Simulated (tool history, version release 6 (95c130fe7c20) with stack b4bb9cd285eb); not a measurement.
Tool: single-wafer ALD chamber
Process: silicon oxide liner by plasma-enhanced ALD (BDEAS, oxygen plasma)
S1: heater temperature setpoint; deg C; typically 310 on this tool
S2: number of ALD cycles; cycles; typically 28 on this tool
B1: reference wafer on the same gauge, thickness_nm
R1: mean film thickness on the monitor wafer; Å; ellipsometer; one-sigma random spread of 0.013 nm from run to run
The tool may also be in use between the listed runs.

run	hour	S1	S2	B1	R1
1	0	310	28	2.116	25.13
2	28.3	310	28	2.116	25.27
3	41.8	310	28	2.12	25.15
4	59.2	313	28	2.109	25.2
5	93.5	313	28	2.111	24.94
6	115.7	317	28	2.112	24.77
7	132.6	306	25	2.109	22.51
8	160.6	306	25	2.108	22.65
# hour 173.5: thermocouple changed; heater temperature recalibrated
9	176.4	306	25	2.102	22.55
10	205.8	310	27	2.103	24.08
11	239.3	301	24	2.099	21.65
12	260.9	318	33	2.102	29.02
13	273.6	320	33	2.093	29.2
# hour 291.4: gauge calibrated
14	306.8	310	26	2.132	23.55

For run 15, what comes out?
15	339	323	28	?	?

B1: 2.131
R1: 24.69 Å
Minus the tool's unlogged condition, the same run would have read R1 24.66 Å.
